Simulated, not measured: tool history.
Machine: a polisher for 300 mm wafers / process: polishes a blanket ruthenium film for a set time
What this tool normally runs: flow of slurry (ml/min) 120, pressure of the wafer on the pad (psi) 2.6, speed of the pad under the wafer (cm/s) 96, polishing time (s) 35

run,day,flow of slurry (ml/min),pressure of the wafer on the pad (psi),speed of the pad under the wafer (cm/s),polishing time (s),"incoming thickness of the incoming film, nm",film removed (Å)
1,0.000,120,2.6,96,35,450.4,472
2,0.688,120,2.6,96,35,458.1,479
3,1.617,135,1.9,96,35,452.2,348
4,2.408,135,1.9,96,35,444.9,336
# day 3.021: slurry nozzle cleaned
# day 3.338: worn pad replaced by a new one
5,3.358,120,2.6,86,35,448.4,431
6,4.358,120,1.9,96,44,446.9,448
7,5.796,120,1.9,96,44,453.9,434
8,7.088,120,3.1,96,35,459.4,566
9,7.621,120,3.1,96,35,445.1,560
10,8.467,120,3.1,96,35,444.8,548
11,9.708,120,3.0,116,35,452.2,622
# day 9.962: worn pad replaced by a new one
12,10.900,120,2.6,96,26,445.5,318
13,11.929,120,2.6,96,26,452.8,308
14,12.658,120,2.6,96,26,450.3,309
15,13.962,120,2.6,96,30,449.6,351
16,14.633,120,2.6,96,30,445.0,353

The next listed run, before its measurement:
# day 15.117: worn pad replaced by a new one, repeated, since the last time left the tool worse
17,15.708,120,2.6,96,35,454.3,?

film removed (Å): 473
With the hidden condition absent and the run-to-run variation left alone, this run would have shown film removed (Å) 475.
